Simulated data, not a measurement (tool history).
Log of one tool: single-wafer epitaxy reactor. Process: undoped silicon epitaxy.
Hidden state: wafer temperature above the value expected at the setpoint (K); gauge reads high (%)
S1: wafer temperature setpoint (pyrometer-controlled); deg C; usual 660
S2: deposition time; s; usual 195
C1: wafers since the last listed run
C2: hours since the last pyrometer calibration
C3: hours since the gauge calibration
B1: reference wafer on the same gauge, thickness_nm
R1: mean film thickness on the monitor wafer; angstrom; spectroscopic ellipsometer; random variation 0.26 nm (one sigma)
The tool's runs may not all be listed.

{"run": 1, "hour": 0.0, "S1": 660, "S2": 210, "C1": 0, "C2": 2710.3, "C3": 218.5, "B1": 46.854, "R1": 430.93}
{"run": 2, "hour": 20.5, "S1": 660, "S2": 210, "C1": 180, "C2": 2730.8, "C3": 239.0, "B1": 46.979, "R1": 432.57}
{"run": 3, "hour": 56.1, "S1": 660, "S2": 210, "C1": 313, "C2": 2766.4, "C3": 274.6, "B1": 46.672, "R1": 437.13}
{"run": 4, "hour": 91.5, "S1": 664, "S2": 208, "C1": 311, "C2": 2801.8, "C3": 310.0, "B1": 46.794, "R1": 474.52}
{"run": 5, "hour": 118.1, "S1": 664, "S2": 208, "C1": 234, "C2": 2828.4, "C3": 336.6, "B1": 46.729, "R1": 473.86}
{"run": 6, "hour": 144.8, "S1": 664, "S2": 208, "C1": 235, "C2": 2855.1, "C3": 363.3, "B1": 46.807, "R1": 475.76}
{"run": 7, "hour": 163.5, "S1": 660, "S2": 195, "C1": 164, "C2": 2873.8, "C3": 382.0, "B1": 47.003, "R1": 402.16}
{"run": 8, "hour": 188.2, "S1": 652, "S2": 225, "C1": 217, "C2": 2898.5, "C3": 406.7, "B1": 46.787, "R1": 377.26}
{"run": 9, "hour": 207.3, "S1": 660, "S2": 168, "C1": 168, "C2": 2917.6, "C3": 425.8, "B1": 46.785, "R1": 344.82}
{"run": 10, "hour": 227.7, "S1": 660, "S2": 195, "C1": 179, "C2": 2938.0, "C3": 446.2, "B1": 46.947, "R1": 403.29}
{"hour": 253.3, "done": "pyrometer calibrated"}
{"run": 11, "hour": 260.2, "S1": 660, "S2": 195, "C1": 215, "C2": 6.9, "C3": 478.7, "B1": 46.848, "R1": 444.5}
{"run": 12, "hour": 282.7, "S1": 660, "S2": 195, "C1": 198, "C2": 29.4, "C3": 501.2, "B1": 46.78, "R1": 442.76}
{"run": 13, "hour": 305.2, "S1": 649, "S2": 195, "C1": 198, "C2": 51.9, "C3": 523.7, "B1": 46.685, "R1": 337.57}
{"run": 14, "hour": 321.5, "S1": 660, "S2": 195, "C1": 143, "C2": 68.2, "C3": 540.0, "B1": 46.742, "R1": 438.64}
{"run": 15, "hour": 353.2, "S1": 660, "S2": 195, "C1": 279, "C2": 99.9, "C3": 571.7, "B1": 46.857, "R1": 437.24}
{"run": 16, "hour": 387.2, "S1": 666, "S2": 221, "C1": 299, "C2": 133.9, "C3": 605.7, "B1": 46.718, "R1": 573.22}
{"run": 17, "hour": 404.2, "S1": 664, "S2": 208, "C1": 149, "C2": 150.9, "C3": 622.7, "B1": 46.816, "R1": 507.31}
{"run": 18, "hour": 420.5, "S1": 668, "S2": 173, "C1": 143, "C2": 167.2, "C3": 639.0, "B1": 46.911, "R1": 468.46}
{"run": 19, "hour": 456.5, "S1": 660, "S2": 185, "C1": 317, "C2": 203.2, "C3": 675.0, "B1": 46.934, "R1": 408.79}
{"run": 20, "hour": 486.9, "S1": 652, "S2": 195, "C1": 267, "C2": 233.6, "C3": 705.4, "B1": 46.853, "R1": 354.04}
{"run": 21, "hour": 514.5, "S1": 656, "S2": 195, "C1": 243, "C2": 261.2, "C3": 733.0, "B1": 46.879, "R1": 385.31}
{"hour": 545.1, "done": "gauge calibrated"}
{"run": 22, "hour": 545.5, "S1": 660, "S2": 211, "C1": 273, "C2": 292.2, "C3": 0.4, "B1": 46.811, "R1": 465.37}
{"run": 23, "hour": 557.7, "S1": 660, "S2": 195, "C1": 107, "C2": 304.4, "C3": 12.6, "B1": 46.884, "R1": 429.68}
{"run": 24, "hour": 578.3, "S1": 660, "S2": 195, "C1": 181, "C2": 325.0, "C3": 33.2, "B1": 46.844, "R1": 432.62}
{"run": 25, "hour": 592.8, "S1": 655, "S2": 163, "C1": 127, "C2": 339.5, "C3": 47.7, "B1": 46.825, "R1": 314.79}
{"run": 26, "hour": 609.7, "S1": 660, "S2": 195, "C1": 148, "C2": 356.4, "C3": 64.6, "B1": 46.839, "R1": 420.66}
{"run": 27, "hour": 629.6, "S1": 649, "S2": 209, "C1": 175, "C2": 376.3, "C3": 84.5, "B1": 46.855, "R1": 349.81}
{"run": 28, "hour": 654.9, "S1": 660, "S2": 170, "C1": 222, "C2": 401.6, "C3": 109.8, "B1": 46.76, "R1": 372.14}
{"run": 29, "hour": 668.8, "S1": 660, "S2": 195, "C1": 122, "C2": 415.5, "C3": 123.7, "B1": 46.752, "R1": 422.05}
{"run": 30, "hour": 684.6, "S1": 653, "S2": 160, "C1": 139, "C2": 431.3, "C3": 139.5, "B1": 46.785, "R1": 290.86}

Forecast each of these 3 alternatives for the next run:
{"run": "A", "hour": 685.1, "S1": 660, "S2": 195, "C1": 4, "C2": 431.8, "C3": 140.0, "B1": "?", "R1": "?"}
{"run": "B", "hour": 685.1, "S1": 646, "S2": 210, "C1": 4, "C2": 431.8, "C3": 140.0, "B1": "?", "R1": "?"}
{"run": "C", "hour": 685.1, "S1": 650, "S2": 170, "C1": 4, "C2": 431.8, "C3": 140.0, "B1": "?", "R1": "?"}

run=A B1=46.712 R1=424.54
run=B B1=46.712 R1=322.67
run=C B1=46.712 R1=288.91
Without the tool's hidden state the same runs would have given:
run=A R1=452.27
run=B R1=344.52
run=C R1=308.27
